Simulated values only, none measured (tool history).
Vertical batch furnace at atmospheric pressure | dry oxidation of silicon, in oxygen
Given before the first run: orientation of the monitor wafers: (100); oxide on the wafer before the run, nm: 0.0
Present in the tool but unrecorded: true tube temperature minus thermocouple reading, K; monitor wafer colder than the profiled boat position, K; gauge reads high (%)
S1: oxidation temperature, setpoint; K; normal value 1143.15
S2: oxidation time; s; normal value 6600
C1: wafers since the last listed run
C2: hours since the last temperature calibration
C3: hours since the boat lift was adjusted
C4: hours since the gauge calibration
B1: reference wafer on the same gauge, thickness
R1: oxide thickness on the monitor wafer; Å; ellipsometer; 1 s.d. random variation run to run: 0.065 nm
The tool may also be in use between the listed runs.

| run | day | S1 | S2 | C1 | C2 | C3 | C4 | B1 | R1 |
|---|---|---|---|---|---|---|---|---|---|
| 1 | 0.000 | 1143.15 | 7620 | 0 | 2379.5 | 1245.5 | 91.2 | 23.30 | 232.9 |
| 2 | 0.608 | 1143.15 | 6600 | 141 | 2394.1 | 1260.1 | 105.8 | 23.31 | 212.2 |
| 3 | 1.150 | 1143.15 | 6600 | 125 | 2407.1 | 1273.1 | 118.8 | 23.31 | 212.4 |
| 4 | 1.783 | 1143.15 | 6600 | 147 | 2422.3 | 1288.3 | 134.0 | 23.29 | 213.3 |
| 5 | 2.621 | 1143.15 | 6600 | 194 | 2442.4 | 1308.4 | 154.1 | 23.31 | 212.6 |
| 6 | 4.617 | 1151.15 | 6600 | 463 | 2490.3 | 1356.3 | 202.0 | 23.30 | 231.3 |
| 7 | 5.088 | 1151.15 | 6600 | 109 | 2501.6 | 1367.6 | 213.3 | 23.29 | 231.1 |
| 8 | 5.621 | 1143.15 | 9240 | 123 | 2514.4 | 1380.4 | 226.1 | 23.31 | 265.4 |
| 9 | 6.338 | 1143.15 | 9240 | 166 | 2531.6 | 1397.6 | 243.3 | 23.30 | 264.5 |
|  | 8.079 | thermocouples replaced and temperature profile calibrated |
|  | 9.096 | boat lift adjusted |
| 10 | 9.117 | 1143.15 | 9240 | 180 | 24.9 | 0.5 | 310.0 | 23.30 | 278.4 |
|  | 9.662 | gauge calibrated |
| 11 | 10.275 | 1143.15 | 6600 | 269 | 52.7 | 28.3 | 14.7 | 23.30 | 221.8 |
| 12 | 11.396 | 1143.15 | 7680 | 260 | 79.6 | 55.2 | 41.6 | 23.29 | 244.6 |
| 13 | 12.108 | 1143.15 | 7680 | 165 | 96.7 | 72.3 | 58.7 | 23.29 | 243.3 |
| 14 | 12.825 | 1143.15 | 9870 | 166 | 113.9 | 89.5 | 75.9 | 23.31 | 287.2 |
| 15 | 13.317 | 1135.15 | 4200 | 114 | 125.7 | 101.3 | 87.7 | 23.30 | 148.2 |
| 16 | 14.129 | 1143.15 | 6600 | 188 | 145.2 | 120.8 | 107.2 | 23.32 | 219.1 |
| 17 | 14.867 | 1119.15 | 4620 | 171 | 162.9 | 138.5 | 124.9 | 23.30 | 131.6 |
| 18 | 15.692 | 1143.15 | 6600 | 191 | 182.7 | 158.3 | 144.7 | 23.30 | 220.7 |
| 19 | 17.854 | 1123.15 | 6600 | 502 | 234.6 | 210.2 | 196.6 | 23.31 | 175.4 |
| 20 | 18.292 | 1121.15 | 9750 | 101 | 245.1 | 220.7 | 207.1 | 23.30 | 222.6 |
| 21 | 19.112 | 1156.15 | 4800 | 190 | 264.8 | 240.4 | 226.8 | 23.30 | 203.2 |
| 22 | 19.775 | 1143.15 | 6600 | 153 | 280.7 | 256.3 | 242.7 | 23.28 | 218.3 |
| 23 | 20.567 | 1143.15 | 4500 | 183 | 299.7 | 275.3 | 261.7 | 23.31 | 168.7 |
| 24 | 21.225 | 1143.15 | 7680 | 152 | 315.5 | 291.1 | 277.5 | 23.31 | 241.0 |
| 25 | 21.696 | 1166.15 | 6600 | 109 | 326.8 | 302.4 | 288.8 | 23.29 | 276.6 |
| 26 | 22.825 | 1143.15 | 6600 | 262 | 353.9 | 329.5 | 315.9 | 23.30 | 216.9 |
| 27 | 23.854 | 1143.15 | 6600 | 239 | 378.6 | 354.2 | 340.6 | 23.31 | 217.8 |

Hidden state at the last listed run before each entry between runs and at the first one after, where it differs:
Runs 9 to 10: thermocouples replaced and temperature profile calibrated (day 8.079); boat lift adjusted (day 9.096)
  monitor wafer colder than the profiled boat position, K: 4.44 -> 0.447
  measured less the result without the state, R1: -12.9 -> -1.4 Å
Runs 10 to 11: gauge calibrated (day 9.662)
  monitor wafer colder than the profiled boat position, K: 0.447 -> 0.647
  measured less the result without the state, R1: -1.4 -> -1.6 Å
